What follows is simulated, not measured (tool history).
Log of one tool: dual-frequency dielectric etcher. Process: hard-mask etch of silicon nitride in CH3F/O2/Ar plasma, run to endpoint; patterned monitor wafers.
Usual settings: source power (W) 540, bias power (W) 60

run,hour,source power (W),bias power (W),"incoming incoming film thickness, nm",endpoint time (s)
1,0.0,540,48,47.87,75.5
2,32.7,540,48,47.82,75.3
3,126.1,540,48,48.27,76.9
4,139.1,540,60,48.22,71.5
5,174.4,540,60,48.10,71.1
6,201.7,540,56,48.56,73.7
7,221.1,540,56,48.26,73.5
8,235.2,540,56,47.83,72.5
9,260.8,540,60,48.14,71.7
# hour 315.8: upper electrode replaced
10,316.3,540,60,47.84,72.1
11,316.6,540,60,48.24,72.5
12,336.8,540,60,48.09,72.5
13,362.5,540,60,48.45,72.7
# hour 400.9: wet clean of the chamber
14,401.4,540,60,47.59,69.0
15,413.4,540,60,47.63,69.5
16,425.6,540,60,48.02,70.0
17,448.1,540,60,48.22,70.1
18,474.0,540,60,47.83,70.2
# hour 480.2: source power generator calibrated
19,499.6,540,70,48.18,66.9
20,523.3,670,52,48.20,65.7
21,551.7,540,60,48.05,70.5
22,576.4,640,71,48.18,61.3
# hour 607.2: bias power generator calibrated
23,607.7,450,48,47.79,83.7
24,621.8,600,71,48.21,63.8
25,653.5,540,50,48.11,75.7
26,678.6,470,70,47.71,73.1
27,697.6,470,70,48.49,73.8
28,728.2,440,66,47.52,77.8
29,749.1,500,67,48.05,72.2
30,761.6,630,45,47.67,71.7
# hour 791.1: wet clean of the chamber
31,793.6,460,52,47.90,79.7
32,825.2,540,60,48.28,70.1
33,858.8,590,70,48.43,63.2
34,879.3,630,65,48.56,62.9

Measured less the same run without the tool's hidden state. The same run-to-run variation is in both; the gauge's scatter may not be:
The hidden state here: etch rate over this chamber's usual, %; source power that arrives over what is set, %; bias power that arrives over what is set, %.
run,endpoint time (s)
1,+0.9
2,+1.1
3,+1.8
4,+1.7
5,+2.0
6,+2.2
7,+2.3
8,+2.3
9,+2.5
10,+2.8
11,+2.8
12,+2.9
13,+3.1
14,+0.4
15,+0.5
16,+0.6
17,+0.8
18,+0.9
19,+1.0
20,+1.1
21,+1.3
22,+1.3
23,+2.0
24,+1.6
25,+2.1
26,+2.1
27,+2.3
28,+2.6
29,+2.6
30,+2.6
31,+0.1
32,+0.2
33,+0.4
34,+0.4
